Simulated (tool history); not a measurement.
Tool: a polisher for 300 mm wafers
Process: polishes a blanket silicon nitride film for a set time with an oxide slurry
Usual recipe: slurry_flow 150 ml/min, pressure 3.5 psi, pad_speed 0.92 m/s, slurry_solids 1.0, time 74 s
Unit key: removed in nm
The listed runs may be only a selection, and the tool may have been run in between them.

run,hour,slurry_flow,pressure,pad_speed,slurry_solids,time,wafers since the last listed run,wafers polished on this pad,hours since the slurry nozzle was cleaned,hours since the head pressure was calibrated,hours since the slurry blender was calibrated,hours since the conditioning disc was replaced,"incoming thickness of the incoming film, nm",removed
1,0.0,150,3.5,0.92,1.0,74,0,709,378.7,1178.5,91.8,130.8,643.7,40.0
2,21.0,150,3.5,0.92,1.0,74,126,836,399.7,1199.5,112.8,151.8,641.1,39.3
# hour 30.4: slurry blender recalibrated
# hour 37.9: worn pad replaced by a new one
3,44.7,150,3.5,0.92,1.0,74,106,40,423.4,1223.2,14.3,175.5,638.7,43.0
4,76.0,150,3.5,0.92,1.0,60,188,229,454.7,1254.5,45.6,206.8,639.4,33.6
# hour 80.1: conditioning disc replaced and pad reconditioned
5,98.3,150,3.5,0.92,1.0,60,122,351,477.0,1276.8,67.9,18.2,647.4,33.8
6,120.1,150,3.5,0.92,1.0,74,131,482,498.8,1298.6,89.7,40.0,628.8,41.8
# hour 128.3: slurry nozzle cleaned
7,148.7,150,3.5,0.92,1.0,74,165,648,20.4,1327.2,118.3,68.6,642.7,39.9
8,163.0,125,3.5,1.12,1.0,74,85,734,34.7,1341.5,132.6,82.9,642.3,43.8
# hour 178.2: slurry blender recalibrated
# hour 179.4: head pressure recalibrated
9,194.8,150,3.5,0.92,0.8,74,172,906,66.5,15.4,16.6,114.7,641.3,34.6
# hour 204.0: worn pad replaced by a new one
10,229.7,150,3.5,0.92,1.0,74,185,154,101.4,50.3,51.5,149.6,641.3,42.1
# hour 269.7: conditioning disc replaced and pad reconditioned
11,298.5,150,3.5,0.92,1.0,74,401,556,170.2,119.1,120.3,28.8,644.5,40.8
12,313.5,150,3.5,0.92,1.0,58,90,646,185.2,134.1,135.3,43.8,639.6,31.3

For run 13, what comes out?
# hour 326.6: slurry blender recalibrated
13,332.0,195,3.5,0.92,1.0,88,99,745,203.7,152.6,5.4,62.3,635.5,?

removed: 50.1 nm
With no hidden state in the tool, this same run would have given removed 53.5 nm.
